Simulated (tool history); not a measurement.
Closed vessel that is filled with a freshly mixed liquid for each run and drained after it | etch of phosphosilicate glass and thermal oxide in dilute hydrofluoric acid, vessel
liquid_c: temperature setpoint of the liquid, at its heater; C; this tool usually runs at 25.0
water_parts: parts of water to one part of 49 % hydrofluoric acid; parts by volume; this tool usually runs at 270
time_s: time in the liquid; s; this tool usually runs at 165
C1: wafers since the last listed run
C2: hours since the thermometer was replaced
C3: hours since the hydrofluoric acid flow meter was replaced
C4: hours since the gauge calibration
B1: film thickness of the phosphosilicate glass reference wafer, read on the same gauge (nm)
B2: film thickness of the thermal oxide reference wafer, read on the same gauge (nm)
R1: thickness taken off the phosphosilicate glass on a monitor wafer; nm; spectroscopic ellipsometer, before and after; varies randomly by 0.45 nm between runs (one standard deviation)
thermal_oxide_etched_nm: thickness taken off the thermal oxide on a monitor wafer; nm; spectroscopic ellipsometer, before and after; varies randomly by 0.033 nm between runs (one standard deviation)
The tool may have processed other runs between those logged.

run 1 day=0.000 | liquid_c=25.0 water_parts=310 time_s=165 | C1=0 C2=951.7 C3=92.5 C4=1289.1 | B1=29.96 B2=90.018 | R1=49.52 thermal_oxide_etched_nm=2.241
run 2 day=1.721 | liquid_c=25.0 water_parts=270 time_s=165 | C1=3961 C2=993.0 C3=133.8 C4=1330.4 | B1=30.00 B2=89.989 | R1=60.29 thermal_oxide_etched_nm=2.737
run 3 day=2.838 | liquid_c=25.0 water_parts=270 time_s=165 | C1=2570 C2=1019.8 C3=160.6 C4=1357.2 | B1=29.96 B2=89.994 | R1=60.05 thermal_oxide_etched_nm=2.708
run 4 day=5.038 | liquid_c=23.5 water_parts=270 time_s=130 | C1=5064 C2=1072.6 C3=213.4 C4=1410.0 | B1=30.00 B2=89.993 | R1=45.41 thermal_oxide_etched_nm=1.973
run 5 day=7.846 | liquid_c=25.0 water_parts=270 time_s=165 | C1=6465 C2=1140.0 C3=280.8 C4=1477.4 | B1=30.00 B2=90.000 | R1=60.97 thermal_oxide_etched_nm=2.655
run 6 day=9.146 | liquid_c=23.5 water_parts=270 time_s=165 | C1=2992 C2=1171.2 C3=312.0 C4=1508.6 | B1=30.01 B2=90.000 | R1=56.83 thermal_oxide_etched_nm=2.525
run 7 day=10.617 | liquid_c=25.0 water_parts=270 time_s=165 | C1=3386 C2=1206.5 C3=347.3 C4=1543.9 | B1=29.99 B2=89.990 | R1=61.21 thermal_oxide_etched_nm=2.626
run 8 day=13.379 | liquid_c=25.0 water_parts=165 time_s=165 | C1=6359 C2=1272.8 C3=413.6 C4=1610.2 | B1=30.03 B2=89.980 | R1=112.20 thermal_oxide_etched_nm=4.960
-- day=15.158 thermometer replaced
run 9 day=16.658 | liquid_c=28.0 water_parts=270 time_s=225 | C1=7453 C2=36.0 C3=492.3 C4=1688.9 | B1=29.98 B2=90.002 | R1=86.04 thermal_oxide_etched_nm=3.789
run 10 day=18.654 | liquid_c=28.0 water_parts=270 time_s=120 | C1=4594 C2=83.9 C3=540.2 C4=1736.8 | B1=29.98 B2=89.987 | R1=46.86 thermal_oxide_etched_nm=2.039
run 11 day=19.925 | liquid_c=25.0 water_parts=270 time_s=165 | C1=2925 C2=114.4 C3=570.7 C4=1767.3 | B1=29.99 B2=89.998 | R1=57.53 thermal_oxide_etched_nm=2.626
run 12 day=21.008 | liquid_c=25.0 water_parts=340 time_s=210 | C1=2493 C2=140.4 C3=596.7 C4=1793.3 | B1=30.01 B2=90.005 | R1=54.48 thermal_oxide_etched_nm=2.382
-- day=23.154 gauge calibrated
run 13 day=23.171 | liquid_c=25.0 water_parts=225 time_s=165 | C1=4978 C2=192.3 C3=648.6 C4=0.4 | B1=30.00 B2=89.981 | R1=73.03 thermal_oxide_etched_nm=3.215
run 14 day=25.750 | liquid_c=25.0 water_parts=270 time_s=165 | C1=5937 C2=254.2 C3=710.5 C4=62.3 | B1=29.99 B2=90.010 | R1=57.24 thermal_oxide_etched_nm=2.599
run 15 day=27.808 | liquid_c=28.0 water_parts=270 time_s=210 | C1=4738 C2=303.6 C3=759.9 C4=111.7 | B1=30.04 B2=89.996 | R1=81.66 thermal_oxide_etched_nm=3.506
run 16 day=29.062 | liquid_c=28.5 water_parts=270 time_s=210 | C1=2887 C2=333.7 C3=790.0 C4=141.8 | B1=30.03 B2=90.010 | R1=82.56 thermal_oxide_etched_nm=3.807
run 17 day=30.979 | liquid_c=20.5 water_parts=330 time_s=90 | C1=4412 C2=379.7 C3=836.0 C4=187.8 | B1=29.98 B2=90.025 | R1=21.07 thermal_oxide_etched_nm=0.927
run 18 day=32.962 | liquid_c=26.5 water_parts=390 time_s=110 | C1=4565 C2=427.3 C3=883.6 C4=235.4 | B1=29.99 B2=90.018 | R1=24.74 thermal_oxide_etched_nm=1.134
run 19 day=35.558 | liquid_c=25.0 water_parts=225 time_s=165 | C1=5975 C2=489.6 C3=945.9 C4=297.7 | B1=30.03 B2=89.993 | R1=74.34 thermal_oxide_etched_nm=3.268
run 20 day=36.862 | liquid_c=25.0 water_parts=270 time_s=165 | C1=3002 C2=520.9 C3=977.2 C4=329.0 | B1=29.99 B2=90.004 | R1=58.50 thermal_oxide_etched_nm=2.675
run 21 day=38.983 | liquid_c=25.0 water_parts=270 time_s=165 | C1=4882 C2=571.8 C3=1028.1 C4=379.9 | B1=30.03 B2=90.015 | R1=58.95 thermal_oxide_etched_nm=2.618
run 22 day=40.204 | liquid_c=25.0 water_parts=270 time_s=255 | C1=2810 C2=601.1 C3=1057.4 C4=409.2 | B1=29.99 B2=90.006 | R1=90.43 thermal_oxide_etched_nm=4.011
run 23 day=42.658 | liquid_c=25.0 water_parts=270 time_s=130 | C1=5649 C2=660.0 C3=1116.3 C4=468.1 | B1=30.03 B2=90.014 | R1=46.62 thermal_oxide_etched_nm=2.007
run 24 day=45.017 | liquid_c=23.0 water_parts=185 time_s=210 | C1=5429 C2=716.6 C3=1172.9 C4=524.7 | B1=29.95 B2=90.007 | R1=113.11 thermal_oxide_etched_nm=4.963

Each row is a separate what-if for the run after 24, all from the same tool condition, not one after another. Results?
run A day=45.046 | liquid_c=25.0 water_parts=270 time_s=235 | C1=67 C2=717.3 C3=1173.6 C4=525.4 | B1=? B2=? | R1=? thermal_oxide_etched_nm=?
run B day=45.046 | liquid_c=30.0 water_parts=270 time_s=165 | C1=67 C2=717.3 C3=1173.6 C4=525.4 | B1=? B2=? | R1=? thermal_oxide_etched_nm=?
run C day=45.046 | liquid_c=22.0 water_parts=305 time_s=250 | C1=67 C2=717.3 C3=1173.6 C4=525.4 | B1=? B2=? | R1=? thermal_oxide_etched_nm=?
run D day=45.046 | liquid_c=29.5 water_parts=270 time_s=70 | C1=67 C2=717.3 C3=1173.6 C4=525.4 | B1=? B2=? | R1=? thermal_oxide_etched_nm=?
run E day=45.046 | liquid_c=30.0 water_parts=365 time_s=95 | C1=67 C2=717.3 C3=1173.6 C4=525.4 | B1=? B2=? | R1=? thermal_oxide_etched_nm=?

run=A B1=29.98 B2=89.993 R1=83.83 thermal_oxide_etched_nm=3.736
run=B B1=29.98 B2=89.993 R1=69.57 thermal_oxide_etched_nm=3.101
run=C B1=29.98 B2=89.993 R1=68.69 thermal_oxide_etched_nm=3.061
run=D B1=29.98 B2=89.993 R1=29.04 thermal_oxide_etched_nm=1.294
run=E B1=29.98 B2=89.993 R1=26.69 thermal_oxide_etched_nm=1.189
With the hidden condition removed and each run's random variation left untouched, the same runs would have given:
run=A R1=80.80 thermal_oxide_etched_nm=3.601
run=B R1=67.21 thermal_oxide_etched_nm=2.995
run=C R1=66.17 thermal_oxide_etched_nm=2.949
run=D R1=28.05 thermal_oxide_etched_nm=1.250
run=E R1=25.83 thermal_oxide_etched_nm=1.151
